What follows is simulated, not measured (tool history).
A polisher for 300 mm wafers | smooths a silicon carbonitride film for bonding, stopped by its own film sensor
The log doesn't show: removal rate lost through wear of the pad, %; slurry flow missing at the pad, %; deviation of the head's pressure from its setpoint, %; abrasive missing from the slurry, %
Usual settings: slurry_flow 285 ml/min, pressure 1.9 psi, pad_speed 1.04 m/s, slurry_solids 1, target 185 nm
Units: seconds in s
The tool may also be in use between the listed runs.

run,hour,slurry_flow,pressure,pad_speed,slurry_solids,target,wafers since the last listed run,wafers polished on this pad,hours since the slurry nozzle was cleaned,hours since the head pressure was calibrated,hours since the slurry blender was calibrated,"incoming thickness of the incoming film, nm",seconds
1,0,285,1.9,1.04,1,185,0,1173,468.4,195.4,289,207.4,82
# hour 42.2: worn pad replaced by a new one
2,50.5,285,1.9,1.04,1,185,301,53,518.9,245.9,339.5,209.4,88.2
3,94.3,285,1.9,1.04,1,185,284,337,562.7,289.7,383.3,209.7,91.8
4,135.9,285,1.9,1.04,1,185,269,607,604.3,331.3,424.9,210.5,94.5
# hour 152: slurry blender recalibrated
5,161.1,315,1.9,1.04,1,191,150,758,629.5,356.5,9.1,212.5,79.3
6,199.2,315,1.9,1.04,1,191,247,1005,667.6,394.6,47.2,212,77.1
7,236.9,315,1.9,1.04,1,191,244,1250,705.3,432.3,84.9,209,66
# hour 248.3: slurry nozzle cleaned
# hour 277.5: worn pad replaced by a new one
8,296.5,285,1.9,1.04,1,181,354,123,48.2,491.9,144.5,209.6,104
9,357.6,285,1.9,1.04,1,181,396,519,109.3,553,205.6,208.4,98
10,394.5,285,1.9,1.04,1,185,239,759,146.2,589.9,242.5,210.2,89.6
11,437.4,285,1.9,1.04,1,185,278,1037,189.1,632.8,285.4,210.2,90.6
12,484.3,285,1.9,1.04,1,185,304,1341,236,679.7,332.3,209.4,87.4
# hour 492.4: worn pad replaced by a new one
13,537.6,285,1.9,1.04,1,185,319,293,289.3,733,385.6,211.6,96
14,593.3,235,1.9,1.04,1,185,361,654,345,788.7,441.3,207.7,84.8
# hour 611.3: slurry blender recalibrated
15,636.4,225,1.9,1.3,1,185,266,921,388.1,831.8,25.1,209.6,77.3
16,680.3,285,2.2,1.34,1.25,188,284,1206,432,875.7,69,208.9,49.7
# hour 715.2: worn pad replaced by a new one
17,740.3,380,1.9,1.04,1.2,185,363,162,492,935.7,129,210,84.3
18,794,285,1.9,1.04,1,185,348,511,545.7,989.4,182.7,210.7,94.4
19,823,285,1.5,1.04,0.8,181,188,699,574.7,1018.4,211.7,213.3,164.3
# hour 845.1: head pressure recalibrated
20,849.5,375,1.9,1.04,1,193,158,858,601.2,4.4,238.2,208.7,56.4
# hour 908.2: slurry nozzle cleaned
21,912.9,285,1.9,0.86,0.9,185,404,1263,4.7,67.8,301.6,209.2,103.1
# hour 950.2: worn pad replaced by a new one
22,957.5,285,2.6,1.04,0.9,185,263,47,49.3,112.4,346.2,208.9,65
# hour 962.6: slurry blender recalibrated
23,1011.8,315,2.3,1.14,1,185,339,386,103.6,166.7,49.2,209.4,66.4
24,1081.9,285,1.9,1.04,0.9,189,454,841,173.7,236.8,119.3,208,69.8
25,1128.6,285,1.9,1.04,1,185,303,1144,220.4,283.5,166,211.1,93.6
# hour 1174: worn pad replaced by a new one
26,1196.4,285,1.5,1.04,1.25,194,413,145,288.2,351.3,233.8,209.1,64.9
27,1234.7,345,1.3,1.04,1.2,191,248,393,326.5,389.6,272.1,210.4,95

The tool's hidden state at each run:
removal rate lost through wear of the pad, %: 0 in every run
deviation of the head's pressure from its setpoint, %: 0 in every run
abrasive missing from the slurry, %: 0 in every run
H1: slurry flow missing at the pad, %
run,H1
1,20.2
2,22.1
3,23.6
4,25.2
5,26.1
6,27.4
7,28.8
8,3.56
9,5.77
10,7.11
11,8.66
12,10.4
13,12.3
14,14.3
15,15.9
16,17.5
17,19.6
18,21.6
19,22.6
20,23.6
21,1.8
22,3.41
23,5.38
24,7.92
25,9.61
26,12.1
27,13.4
